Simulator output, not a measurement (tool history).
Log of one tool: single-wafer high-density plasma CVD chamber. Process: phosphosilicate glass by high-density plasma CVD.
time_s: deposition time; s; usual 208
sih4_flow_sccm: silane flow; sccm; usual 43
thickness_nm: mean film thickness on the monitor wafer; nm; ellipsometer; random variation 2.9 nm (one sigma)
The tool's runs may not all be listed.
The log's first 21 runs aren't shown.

run	hour	time_s	sih4_flow_sccm	wafers since the last listed run	hours since the silane flow controller was replaced	hours since the gauge calibration	read-back reference wafer on the same gauge, thickness_nm	thickness_nm
22	1482.6	208	46	754	1898.7	2184.9	911.046	922.277
23	1596.3	208	43	1069	2012.4	2298.6	912.440	857.876
24	1668.4	175	37	678	2084.5	2370.7	911.186	622.471
25	1760.1	242	37	862	2176.2	2462.4	913.130	865.221
26	1847.0	195	40	817	2263.1	2549.3	911.303	747.524
27	1885.5	208	48	362	2301.6	2587.8	911.632	963.991
28	1981.0	224	50	898	2397.1	2683.3	910.993	1076.273
29	2037.2	208	49	528	2453.3	2739.5	911.445	987.271
# hour 2061.2: silane flow controller replaced
30	2105.8	197	51	569	44.6	2808.1	911.083	947.719
31	2182.5	226	48	721	121.3	2884.8	911.490	1023.553
32	2255.2	208	43	683	194.0	2957.5	912.417	845.251
# hour 2458.6: gauge calibrated
33	2535.3	224	34	2634	474.1	76.7	911.102	725.927
34	2597.5	239	46	584	536.3	138.9	911.877	1047.166
35	2643.6	246	43	433	582.4	185.0	912.544	999.204
36	2705.9	193	43	585	644.7	247.3	911.933	789.602
37	2805.7	249	50	938	744.5	347.1	912.392	1188.475
38	2871.6	208	35	619	810.4	413.0	911.312	687.136
39	2950.6	221	46	742	889.4	492.0	912.286	961.968
40	3038.0	249	50	821	976.8	579.4	912.343	1183.292
41	3087.6	233	50	466	1026.4	629.0	911.889	1110.814
42	3174.2	208	43	814	1113.0	715.6	911.165	851.890
43	3310.5	182	50	1281	1249.3	851.9	911.961	872.104
44	3396.3	236	43	806	1335.1	937.7	911.607	969.104
45	3440.1	208	43	411	1378.9	981.5	911.302	848.650
46	3535.1	196	35	893	1473.9	1076.5	911.693	660.830

Forecast each of these 4 alternatives for the next run:
A	3535.6	208	43	4	1474.4	1077.0	?	?
B	3535.6	175	43	4	1474.4	1077.0	?	?
C	3535.6	208	36	4	1474.4	1077.0	?	?
D	3535.6	189	35	4	1474.4	1077.0	?	?

run	read-back reference wafer on the same gauge, thickness_nm	thickness_nm
A	912.904	854.921
B	912.904	719.284
C	912.904	715.748
D	912.904	632.301
Without the tool's hidden state the same runs would have given:
run	thickness_nm
A	842.086
B	708.486
C	705.002
D	622.808
